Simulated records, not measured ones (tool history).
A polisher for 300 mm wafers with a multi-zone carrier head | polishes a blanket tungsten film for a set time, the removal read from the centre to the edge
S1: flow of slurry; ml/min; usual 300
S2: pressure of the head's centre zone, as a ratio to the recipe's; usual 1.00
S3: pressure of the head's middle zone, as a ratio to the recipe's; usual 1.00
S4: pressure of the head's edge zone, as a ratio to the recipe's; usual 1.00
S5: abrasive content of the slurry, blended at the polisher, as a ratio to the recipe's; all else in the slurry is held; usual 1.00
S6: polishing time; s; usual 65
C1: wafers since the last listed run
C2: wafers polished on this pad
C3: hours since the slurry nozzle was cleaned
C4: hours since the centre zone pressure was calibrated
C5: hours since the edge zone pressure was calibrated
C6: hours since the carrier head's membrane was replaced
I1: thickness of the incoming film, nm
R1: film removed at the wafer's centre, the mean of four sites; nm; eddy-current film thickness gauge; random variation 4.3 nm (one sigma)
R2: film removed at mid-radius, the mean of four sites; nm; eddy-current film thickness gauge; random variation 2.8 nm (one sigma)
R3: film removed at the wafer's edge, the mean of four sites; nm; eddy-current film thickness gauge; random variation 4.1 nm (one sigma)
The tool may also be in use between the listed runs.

run   hour   S1    S2    S3    S4    S5  S6   C1    C2     C3     C4     C5     C6      I1     R1     R2     R3
  1    0.0  300  1.00  1.00  1.00  1.00  53    0   223  111.1  118.8  460.9  357.8  1252.8  346.6  340.9  347.0
  2   43.8  300  1.00  1.00  1.00  1.00  53  429   652  154.9  162.6  504.7  401.6  1277.9  339.8  339.3  349.4
  3   70.0  300  1.00  1.00  1.00  1.00  65  257   909  181.1  188.8  530.9  427.8  1259.3  416.6  413.2  420.5
  4  106.2  300  1.00  1.00  1.03  1.00  65  355  1264  217.3  225.0  567.1  464.0  1275.5  421.1  416.6  423.3
  5  177.0  300  1.00  1.00  1.03  1.00  65  694  1959  288.1  295.8  637.9  534.8  1279.5  416.3  410.4  435.3
  6  242.2  300  1.00  1.00  1.00  1.00  65  639  2599  353.3  361.0  703.1  600.0  1248.3  416.8  410.5  422.7
  7  267.8  300  1.07  1.00  1.00  1.00  48  251  2850  378.9  386.6  728.7  625.6  1278.4  326.7  301.9  309.0
     303.0  -- worn pad replaced by a new one
  8  337.1  300  1.05  1.00  0.88  0.70  65  640   334  448.2  455.9  798.0  694.9  1256.4  415.9  381.9  366.4
  9  377.2  300  1.00  1.00  1.00  1.00  65  393   727  488.3  496.0  838.1  735.0  1259.7  414.7  407.8  419.8
 10  403.3  300  1.05  1.00  0.88  0.70  65  256   983  514.4  522.1  864.2  761.1  1288.2  400.1  383.4  371.8
     414.0  -- edge zone pressure recalibrated
 11  449.9  400  1.00  1.00  1.00  1.00  82  437  1421  561.0  568.7   35.9  807.7  1277.9  538.2  534.4  536.6
 12  491.1  300  1.00  0.90  1.00  1.00  65  404  1825  602.2  609.9   77.1  848.9  1285.5  408.7  379.7  420.0
     549.1  -- carrier head's membrane replaced by a new one
 13  555.2  300  1.00  1.00  1.00  1.00  65  579  2405  666.3  674.0  141.2    6.1  1278.1  409.0  403.1  412.5
 14  598.8  300  1.00  0.93  1.04  1.00  77  427  2832  709.9  717.6  184.8   49.7  1271.8  486.8  456.9  494.0
     608.2  -- worn pad replaced by a new one
 15  634.8  300  1.00  1.00  1.00  1.00  86  313   260  745.9  753.6  220.8   85.7  1279.8  527.7  532.9  553.8
     645.2  -- centre zone pressure recalibrated
     656.7  -- slurry nozzle cleaned
 16  701.6  300  1.00  1.00  1.00  1.00  65  625   886   44.9   56.4  287.6  152.5  1274.6  419.4  417.1  426.7
 17  740.1  300  1.00  1.00  1.04  1.00  74  377  1264   83.4   94.9  326.1  191.0  1271.7  479.1  468.4  494.7
 18  789.2  300  1.00  1.00  1.00  1.15  65  481  1745  132.5  144.0  375.2  240.1  1261.9  426.6  427.6  433.5
 19  818.1  300  1.00  1.00  1.00  1.00  65  283  2029  161.4  172.9  404.1  269.0  1269.2  414.2  412.3  422.7
     857.9  -- worn pad replaced by a new one
 20  884.5  300  1.00  1.00  1.04  1.00  65  612   260  227.8  239.3  470.5  335.4  1283.8  419.5  411.5  435.2
 21  954.2  300  1.00  1.00  1.00  1.10  65  683   944  297.5  309.0  540.2  405.1  1256.8  416.9  420.9  425.0

Measured less the same run without the tool's hidden state. The same run-to-run variation is in both; the gauge's scatter may not be:
The hidden state here: removal rate lost through wear of the pad, %; slurry flow missing at the pad, %; deviation of the centre zone's pressure from its setpoint, %; deviation of the edge zone's pressure from its setpoint, %.
run     R1     R2     R3
  1   -2.3   -2.0   -1.6
  2   -2.9   -2.7   -2.1
  3   -4.1   -3.7   -2.9
  4   -5.0   -4.5   -3.4
  5   -6.6   -5.9   -4.7
  6   -8.3   -7.4   -5.8
  7   -7.0   -5.8   -4.5
  8  -10.8   -9.0   -6.5
  9  -11.9  -10.6   -8.3
 10  -12.3  -10.6   -7.8
 11  -13.5  -12.1   -9.3
 12  -15.3  -12.9  -10.8
 13  -17.5  -15.6  -12.0
 14  -22.7  -19.2  -15.6
 15  -26.5  -24.1  -18.8
 16   -2.3   -2.1   -1.6
 17   -3.5   -3.1   -2.6
 18   -4.2   -3.8   -3.0
 19   -4.7   -4.3   -3.4
 20   -6.4   -5.7   -4.5
 21   -8.1   -7.3   -5.7

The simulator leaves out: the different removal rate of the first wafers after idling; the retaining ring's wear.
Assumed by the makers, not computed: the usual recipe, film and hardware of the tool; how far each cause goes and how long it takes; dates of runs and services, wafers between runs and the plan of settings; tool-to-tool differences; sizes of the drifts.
